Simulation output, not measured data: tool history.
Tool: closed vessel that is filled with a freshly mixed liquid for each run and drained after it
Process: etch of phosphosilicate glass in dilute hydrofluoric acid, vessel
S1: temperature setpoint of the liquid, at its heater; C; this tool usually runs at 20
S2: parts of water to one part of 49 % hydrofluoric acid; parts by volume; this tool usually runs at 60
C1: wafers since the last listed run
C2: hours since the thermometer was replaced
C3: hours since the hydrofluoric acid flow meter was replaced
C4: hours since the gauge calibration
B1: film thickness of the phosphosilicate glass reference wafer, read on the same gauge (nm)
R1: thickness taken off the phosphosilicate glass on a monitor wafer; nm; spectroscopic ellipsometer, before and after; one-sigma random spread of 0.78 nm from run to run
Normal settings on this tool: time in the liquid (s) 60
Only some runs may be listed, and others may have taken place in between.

{"run": 1, "day": 0.0, "S1": 21.5, "S2": 45, "time in the liquid (s)": 60, "C1": 0, "C2": 505.8, "C3": 545.3, "C4": 313.8, "B1": 99.96, "R1": 209.95}
{"run": 2, "day": 0.588, "S1": 20, "S2": 60, "time in the liquid (s)": 60, "C1": 1660, "C2": 519.9, "C3": 559.4, "C4": 327.9, "B1": 99.97, "R1": 145.28}
{"run": 3, "day": 1.146, "S1": 20, "S2": 60, "time in the liquid (s)": 60, "C1": 1577, "C2": 533.3, "C3": 572.8, "C4": 341.3, "B1": 100.03, "R1": 145.6}
{"run": 4, "day": 2.488, "S1": 20, "S2": 60, "time in the liquid (s)": 75, "C1": 3791, "C2": 565.5, "C3": 605, "C4": 373.5, "B1": 99.97, "R1": 181.06}
{"run": 5, "day": 3.192, "S1": 20, "S2": 60, "time in the liquid (s)": 75, "C1": 1989, "C2": 582.4, "C3": 621.9, "C4": 390.4, "B1": 99.95, "R1": 179.79}
{"run": 6, "day": 3.525, "S1": 20, "S2": 60, "time in the liquid (s)": 75, "C1": 941, "C2": 590.4, "C3": 629.9, "C4": 398.4, "B1": 100.03, "R1": 179.18}
{"day": 3.929, "done": "gauge calibrated"}
{"run": 7, "day": 4.271, "S1": 20, "S2": 60, "time in the liquid (s)": 60, "C1": 2107, "C2": 608.3, "C3": 647.8, "C4": 8.2, "B1": 100, "R1": 144.46}
{"run": 8, "day": 4.683, "S1": 20, "S2": 60, "time in the liquid (s)": 60, "C1": 1165, "C2": 618.2, "C3": 657.7, "C4": 18.1, "B1": 100.02, "R1": 143.28}
{"run": 9, "day": 5.038, "S1": 20, "S2": 60, "time in the liquid (s)": 60, "C1": 1000, "C2": 626.7, "C3": 666.2, "C4": 26.6, "B1": 100.05, "R1": 144.13}
{"run": 10, "day": 5.292, "S1": 20, "S2": 60, "time in the liquid (s)": 60, "C1": 718, "C2": 632.8, "C3": 672.3, "C4": 32.7, "B1": 99.97, "R1": 143.84}
{"run": 11, "day": 5.825, "S1": 20, "S2": 60, "time in the liquid (s)": 60, "C1": 1507, "C2": 645.6, "C3": 685.1, "C4": 45.5, "B1": 100.03, "R1": 142.8}
{"run": 12, "day": 6.479, "S1": 20, "S2": 85, "time in the liquid (s)": 90, "C1": 1848, "C2": 661.3, "C3": 700.8, "C4": 61.2, "B1": 100.02, "R1": 148.91}
{"day": 6.642, "done": "thermometer replaced"}
{"run": 13, "day": 6.862, "S1": 20, "S2": 60, "time in the liquid (s)": 60, "C1": 965, "C2": 5.3, "C3": 710, "C4": 70.4, "B1": 99.96, "R1": 144.12}
{"run": 14, "day": 7.321, "S1": 20, "S2": 60, "time in the liquid (s)": 60, "C1": 1295, "C2": 16.3, "C3": 721, "C4": 81.4, "B1": 100, "R1": 142.32}
{"run": 15, "day": 7.671, "S1": 20, "S2": 40, "time in the liquid (s)": 40, "C1": 988, "C2": 24.7, "C3": 729.4, "C4": 89.8, "B1": 100, "R1": 146.88}
{"run": 16, "day": 8.288, "S1": 20, "S2": 60, "time in the liquid (s)": 60, "C1": 1742, "C2": 39.5, "C3": 744.2, "C4": 104.6, "B1": 100.02, "R1": 143.37}
{"run": 17, "day": 8.904, "S1": 20, "S2": 60, "time in the liquid (s)": 60, "C1": 1742, "C2": 54.3, "C3": 759, "C4": 119.4, "B1": 100.03, "R1": 142.65}
{"run": 18, "day": 10.521, "S1": 23, "S2": 60, "time in the liquid (s)": 60, "C1": 4568, "C2": 93.1, "C3": 797.8, "C4": 158.2, "B1": 99.99, "R1": 163.12}
{"run": 19, "day": 10.862, "S1": 20, "S2": 35, "time in the liquid (s)": 45, "C1": 965, "C2": 101.3, "C3": 806, "C4": 166.4, "B1": 99.98, "R1": 187.69}
{"run": 20, "day": 11.458, "S1": 20, "S2": 30, "time in the liquid (s)": 70, "C1": 1683, "C2": 115.6, "C3": 820.3, "C4": 180.7, "B1": 99.97, "R1": 343.69}
{"day": 11.829, "done": "hydrofluoric acid flow meter replaced"}
{"run": 21, "day": 13.658, "S1": 21.5, "S2": 75, "time in the liquid (s)": 40, "C1": 6098, "C2": 168.4, "C3": 43.9, "C4": 233.5, "B1": 100, "R1": 84.69}
{"run": 22, "day": 14.058, "S1": 24.5, "S2": 50, "time in the liquid (s)": 30, "C1": 1130, "C2": 178, "C3": 53.5, "C4": 243.1, "B1": 100.02, "R1": 110.12}
{"run": 23, "day": 14.421, "S1": 24, "S2": 90, "time in the liquid (s)": 60, "C1": 1024, "C2": 186.7, "C3": 62.2, "C4": 251.8, "B1": 100.03, "R1": 114.26}
{"run": 24, "day": 14.692, "S1": 20, "S2": 40, "time in the liquid (s)": 60, "C1": 765, "C2": 193.2, "C3": 68.7, "C4": 258.3, "B1": 100, "R1": 232.3}
{"run": 25, "day": 15.246, "S1": 18, "S2": 60, "time in the liquid (s)": 60, "C1": 1565, "C2": 206.5, "C3": 82, "C4": 271.6, "B1": 100.04, "R1": 139.29}
{"run": 26, "day": 16.471, "S1": 22.5, "S2": 85, "time in the liquid (s)": 60, "C1": 3461, "C2": 235.9, "C3": 111.4, "C4": 301, "B1": 100.03, "R1": 114.66}
{"run": 27, "day": 17.425, "S1": 20, "S2": 70, "time in the liquid (s)": 80, "C1": 2696, "C2": 258.8, "C3": 134.3, "C4": 323.9, "B1": 99.94, "R1": 169.53}
{"run": 28, "day": 17.721, "S1": 20, "S2": 60, "time in the liquid (s)": 80, "C1": 835, "C2": 265.9, "C3": 141.4, "C4": 331, "B1": 99.95, "R1": 201.02}
{"run": 29, "day": 18.038, "S1": 20, "S2": 60, "time in the liquid (s)": 60, "C1": 894, "C2": 273.5, "C3": 149, "C4": 338.6, "B1": 100.01, "R1": 149.95}
{"run": 30, "day": 18.6, "S1": 17, "S2": 40, "time in the liquid (s)": 75, "C1": 1589, "C2": 287, "C3": 162.5, "C4": 352.1, "B1": 99.96, "R1": 253.4}
{"run": 31, "day": 18.971, "S1": 20, "S2": 90, "time in the liquid (s)": 75, "C1": 1047, "C2": 295.9, "C3": 171.4, "C4": 361, "B1": 100.02, "R1": 120.74}

Table of differences, measured result less the result of that run with no hidden state. Run-to-run variation is the same in both. Gauge scatter possibly is not:
Unlogged tool condition in this case: liquid hotter than its thermometer reads (K); hydrofluoric acid flow below the setpoint (%); gauge reads high (%).
run=1 R1=-10.82
run=2 R1=-7.78
run=3 R1=-7.95
run=4 R1=-10.45
run=5 R1=-10.63
run=6 R1=-10.72
run=7 R1=-8.88
run=8 R1=-8.94
run=9 R1=-9.12
run=10 R1=-9.17
run=11 R1=-9.27
run=12 R1=-10.14
run=13 R1=-9.69
run=14 R1=-9.72
run=15 R1=-9.93
run=16 R1=-10.1
run=17 R1=-10.24
run=18 R1=-12.36
run=19 R1=-13.9
run=20 R1=-25.71
run=21 R1=-0.85
run=22 R1=-1.17
run=23 R1=-1.35
run=24 R1=-2.68
run=25 R1=-1.81
run=26 R1=-1.84
run=27 R1=-2.99
run=28 R1=-3.63
run=29 R1=-2.79
run=30 R1=-4.9
run=31 R1=-2.55
